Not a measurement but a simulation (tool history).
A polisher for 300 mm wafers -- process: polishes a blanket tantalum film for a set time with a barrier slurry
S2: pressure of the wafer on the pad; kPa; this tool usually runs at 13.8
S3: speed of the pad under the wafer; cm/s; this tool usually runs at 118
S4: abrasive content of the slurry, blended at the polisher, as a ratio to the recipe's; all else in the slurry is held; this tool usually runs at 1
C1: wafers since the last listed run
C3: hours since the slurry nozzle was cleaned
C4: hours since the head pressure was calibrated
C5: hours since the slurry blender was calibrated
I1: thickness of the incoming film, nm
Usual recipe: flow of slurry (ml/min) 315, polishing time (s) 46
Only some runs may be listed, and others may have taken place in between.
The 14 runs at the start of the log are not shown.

run 15 hour=196.1 | flow_of_slurry_(ml/min)=315 S2=13.8 S3=118 S4=0.8 polishing_time_(s)=33 | C1=106 wafers_polished_on_this_pad=950 C3=455.2 C4=1262.1 C5=124.6 | I1=333.2 | film_removed_(Å)=503
-- hour=202.7 head pressure recalibrated
-- hour=204.1 worn pad replaced by a new one
run 16 hour=211.4 | flow_of_slurry_(ml/min)=315 S2=13.8 S3=118 S4=1 polishing_time_(s)=46 | C1=108 wafers_polished_on_this_pad=66 C3=470.5 C4=8.7 C5=139.9 | I1=325.1 | film_removed_(Å)=740
run 17 hour=219.4 | flow_of_slurry_(ml/min)=315 S2=15.2 S3=80 S4=1.15 polishing_time_(s)=56 | C1=72 wafers_polished_on_this_pad=138 C3=478.5 C4=16.7 C5=147.9 | I1=336.9 | film_removed_(Å)=665
run 18 hour=229.1 | flow_of_slurry_(ml/min)=315 S2=9.7 S3=118 S4=1 polishing_time_(s)=46 | C1=87 wafers_polished_on_this_pad=226 C3=488.2 C4=26.4 C5=157.6 | I1=323.6 | film_removed_(Å)=509
run 19 hour=244.9 | flow_of_slurry_(ml/min)=235 S2=13.8 S3=94 S4=1.2 polishing_time_(s)=46 | C1=142 wafers_polished_on_this_pad=369 C3=504 C4=42.2 C5=173.4 | I1=333.6 | film_removed_(Å)=571
run 20 hour=258.2 | flow_of_slurry_(ml/min)=315 S2=13.8 S3=118 S4=1 polishing_time_(s)=60 | C1=120 wafers_polished_on_this_pad=489 C3=517.3 C4=55.5 C5=186.7 | I1=329.6 | film_removed_(Å)=949
run 21 hour=273.5 | flow_of_slurry_(ml/min)=315 S2=13.8 S3=118 S4=1 polishing_time_(s)=46 | C1=138 wafers_polished_on_this_pad=627 C3=532.6 C4=70.8 C5=202 | I1=331.2 | film_removed_(Å)=741
run 22 hour=287.3 | flow_of_slurry_(ml/min)=350 S2=13.8 S3=118 S4=1 polishing_time_(s)=46 | C1=124 wafers_polished_on_this_pad=752 C3=546.4 C4=84.6 C5=215.8 | I1=332.7 | film_removed_(Å)=729
run 23 hour=303.1 | flow_of_slurry_(ml/min)=375 S2=15.2 S3=118 S4=1 polishing_time_(s)=46 | C1=142 wafers_polished_on_this_pad=895 C3=562.2 C4=100.4 C5=231.6 | I1=329.2 | film_removed_(Å)=818
-- hour=307.2 slurry nozzle cleaned
run 24 hour=310.4 | flow_of_slurry_(ml/min)=315 S2=13.8 S3=118 S4=0.9 polishing_time_(s)=46 | C1=56 wafers_polished_on_this_pad=952 C3=3.2 C4=107.7 C5=238.9 | I1=329.9 | film_removed_(Å)=737
run 25 hour=317.3 | flow_of_slurry_(ml/min)=380 S2=13.8 S3=118 S4=1 polishing_time_(s)=33 | C1=62 wafers_polished_on_this_pad=1014 C3=10.1 C4=114.6 C5=245.8 | I1=331.6 | film_removed_(Å)=562
run 26 hour=324.9 | flow_of_slurry_(ml/min)=315 S2=13.8 S3=118 S4=1 polishing_time_(s)=46 | C1=68 wafers_polished_on_this_pad=1083 C3=17.7 C4=122.2 C5=253.4 | I1=333.6 | film_removed_(Å)=760
-- hour=330.3 worn pad replaced by a new one
run 27 hour=340.4 | flow_of_slurry_(ml/min)=315 S2=13.8 S3=118 S4=1 polishing_time_(s)=46 | C1=103 wafers_polished_on_this_pad=91 C3=33.2 C4=137.7 C5=268.9 | I1=328.3 | film_removed_(Å)=768
run 28 hour=351 | flow_of_slurry_(ml/min)=315 S2=13.8 S3=118 S4=1 polishing_time_(s)=54 | C1=95 wafers_polished_on_this_pad=187 C3=43.8 C4=148.3 C5=279.5 | I1=324.4 | film_removed_(Å)=874
run 29 hour=358.3 | flow_of_slurry_(ml/min)=240 S2=13.8 S3=118 S4=1 polishing_time_(s)=46 | C1=65 wafers_polished_on_this_pad=253 C3=51.1 C4=155.6 C5=286.8 | I1=330 | film_removed_(Å)=733
run 30 hour=403.3 | flow_of_slurry_(ml/min)=315 S2=13.8 S3=118 S4=1 polishing_time_(s)=46 | C1=406 wafers_polished_on_this_pad=659 C3=96.1 C4=200.6 C5=331.8 | I1=331.1 | film_removed_(Å)=757
run 31 hour=418.7 | flow_of_slurry_(ml/min)=315 S2=13.8 S3=118 S4=1 polishing_time_(s)=46 | C1=139 wafers_polished_on_this_pad=799 C3=111.5 C4=216 C5=347.2 | I1=326 | film_removed_(Å)=753
run 32 hour=432.4 | flow_of_slurry_(ml/min)=315 S2=13.8 S3=118 S4=1 polishing_time_(s)=46 | C1=123 wafers_polished_on_this_pad=922 C3=125.2 C4=229.7 C5=360.9 | I1=331.6 | film_removed_(Å)=752

Consider 3 possible next runs. They are alternatives, not a sequence: every one starts from the tool as it was left by run 32. What does each give?
run A hour=432.8 | flow_of_slurry_(ml/min)=315 S2=10.3 S3=118 S4=1 polishing_time_(s)=46 | C1=3 wafers_polished_on_this_pad=926 C3=125.6 C4=230.1 C5=361.3 | I1=331.6 | film_removed_(Å)=?
run B hour=432.8 | flow_of_slurry_(ml/min)=315 S2=10.3 S3=118 S4=1 polishing_time_(s)=54 | C1=3 wafers_polished_on_this_pad=926 C3=125.6 C4=230.1 C5=361.3 | I1=331.6 | film_removed_(Å)=?
run C hour=432.8 | flow_of_slurry_(ml/min)=315 S2=13.8 S3=78 S4=0.85 polishing_time_(s)=46 | C1=3 wafers_polished_on_this_pad=926 C3=125.6 C4=230.1 C5=361.3 | I1=331.6 | film_removed_(Å)=?

run=A film_removed_(Å)=564
run=B film_removed_(Å)=663
run=C film_removed_(Å)=486
Stripped of hidden state, with their random variation kept, the same runs would have yielded:
run=A film_removed_(Å)=577
run=B film_removed_(Å)=677
run=C film_removed_(Å)=497
